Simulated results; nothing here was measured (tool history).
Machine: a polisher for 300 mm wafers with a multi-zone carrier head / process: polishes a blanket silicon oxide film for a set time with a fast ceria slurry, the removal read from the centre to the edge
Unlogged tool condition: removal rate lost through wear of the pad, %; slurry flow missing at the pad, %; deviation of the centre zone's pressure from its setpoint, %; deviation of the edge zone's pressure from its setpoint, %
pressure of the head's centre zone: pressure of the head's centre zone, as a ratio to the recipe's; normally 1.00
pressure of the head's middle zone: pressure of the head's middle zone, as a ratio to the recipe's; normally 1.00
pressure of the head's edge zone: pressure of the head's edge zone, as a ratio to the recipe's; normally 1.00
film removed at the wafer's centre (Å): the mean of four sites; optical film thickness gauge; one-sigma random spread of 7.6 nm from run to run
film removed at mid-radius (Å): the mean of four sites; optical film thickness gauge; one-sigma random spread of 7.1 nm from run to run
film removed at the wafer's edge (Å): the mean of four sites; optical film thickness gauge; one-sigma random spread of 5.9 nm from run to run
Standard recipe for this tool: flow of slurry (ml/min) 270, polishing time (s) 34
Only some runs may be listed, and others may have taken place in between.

run,day,flow of slurry (ml/min),pressure of the head's centre zone,pressure of the head's middle zone,pressure of the head's edge zone,polishing time (s),wafers since the last listed run,wafers polished on this pad,hours since the slurry nozzle was cleaned,hours since the centre zone pressure was calibrated,hours since the edge zone pressure was calibrated,hours since the carrier head's membrane was replaced,"incoming thickness of the incoming film, nm",film removed at the wafer's centre (Å),film removed at mid-radius (Å),film removed at the wafer's edge (Å)
1,0.000,325,0.96,1.00,0.89,31,0,1387,517.2,65.5,360.7,81.1,3498.5,5535,5687,5345
# day 0.292: slurry nozzle cleaned
2,1.308,270,0.89,0.93,1.00,34,363,1751,24.4,96.9,392.1,112.5,3566.4,5549,6005,6075
3,3.800,270,1.00,1.00,1.00,34,715,2467,84.2,156.7,451.9,172.3,3501.8,6260,6209,6134
4,5.625,270,1.00,1.00,1.00,34,524,2992,128.0,200.5,495.7,216.1,3506.5,6279,6383,6091
5,8.358,270,1.00,1.00,1.00,34,785,3777,193.6,266.1,561.3,281.7,3548.5,6311,6090,6131
# day 10.500: edge zone pressure recalibrated
6,10.521,240,1.07,0.90,1.00,24,597,4375,245.5,318.0,0.5,333.6,3453.9,4796,4027,4349
# day 12.908: worn pad replaced by a new one
7,13.221,190,1.00,1.00,1.00,29,727,89,310.3,382.8,65.3,398.4,3452.2,5163,5104,5091
8,15.750,270,1.00,1.10,1.00,34,726,816,371.0,443.5,126.0,459.1,3511.2,6375,6627,6244
9,18.612,270,0.96,1.05,1.08,34,822,1638,439.7,512.2,194.7,527.8,3508.1,6157,6420,6429
# day 19.750: slurry nozzle cleaned
10,20.921,270,1.00,1.00,1.00,34,651,2290,28.1,567.6,250.1,583.2,3508.3,6456,6192,6056
11,22.421,215,1.00,1.00,0.90,26,431,2721,64.1,603.6,286.1,619.2,3522.7,4875,4748,4405
12,25.279,320,1.00,1.00,1.00,34,821,3542,132.7,672.2,354.7,687.8,3498.2,6742,6413,6258
13,26.712,270,1.00,1.00,1.00,34,411,3954,167.1,706.6,389.1,722.2,3487.4,6522,6186,6139
14,28.171,270,1.00,0.91,1.00,34,419,4373,202.1,741.6,424.1,757.2,3562.9,6656,5862,6122
15,29.967,270,1.00,1.00,1.00,34,516,4889,245.2,784.7,467.2,800.3,3503.0,6587,6113,6074
16,32.450,270,1.08,0.91,1.00,28,713,5603,304.8,844.3,526.8,859.9,3558.1,5944,4682,4988
# day 33.838: centre zone pressure recalibrated
# day 33.842: worn pad replaced by a new one
17,34.071,270,1.00,1.00,1.00,34,440,65,343.7,5.6,565.7,898.8,3540.9,6081,6278,6035
18,35.142,270,0.93,1.00,0.95,23,307,373,369.4,31.3,591.4,924.5,3475.4,3899,4246,4099
19,36.608,270,0.94,1.00,0.92,34,421,795,404.6,66.5,626.6,959.7,3488.3,5860,6176,5954
# day 36.696: edge zone pressure recalibrated
20,39.200,270,1.00,1.00,1.00,34,720,1515,466.8,128.7,60.1,1021.9,3524.6,6164,6287,6125
# day 40.183: slurry nozzle cleaned
21,40.517,185,1.12,0.95,1.00,34,366,1882,8.0,160.3,91.7,1053.5,3434.2,6728,5777,5964

Here are 5 independent what-if runs from the current tool condition. What would each one return?
A,40.533,270,1.00,1.00,1.00,34,4,1886,8.4,160.7,92.1,1053.9,3566.7,?,?,?
B,40.533,270,0.96,1.00,1.00,34,4,1886,8.4,160.7,92.1,1053.9,3566.7,?,?,?
C,40.533,330,1.12,1.00,1.00,34,4,1886,8.4,160.7,92.1,1053.9,3566.7,?,?,?
D,40.533,270,1.09,1.00,1.00,34,4,1886,8.4,160.7,92.1,1053.9,3566.7,?,?,?
E,40.533,270,1.03,1.00,1.00,34,4,1886,8.4,160.7,92.1,1053.9,3566.7,?,?,?

run,film removed at the wafer's centre (Å),film removed at mid-radius (Å),film removed at the wafer's edge (Å)
A,6392,6105,6150
B,6134,6106,6150
C,7310,6213,6236
D,6971,6102,6150
E,6585,6104,6150
Take away the tool's hidden state, keep each run's random variation, and the runs would have read:
run,film removed at the wafer's centre (Å),film removed at mid-radius (Å),film removed at the wafer's edge (Å)
A,6347,6105,6150
B,6091,6106,6150
C,7259,6213,6236
D,6923,6102,6150
E,6539,6104,6150
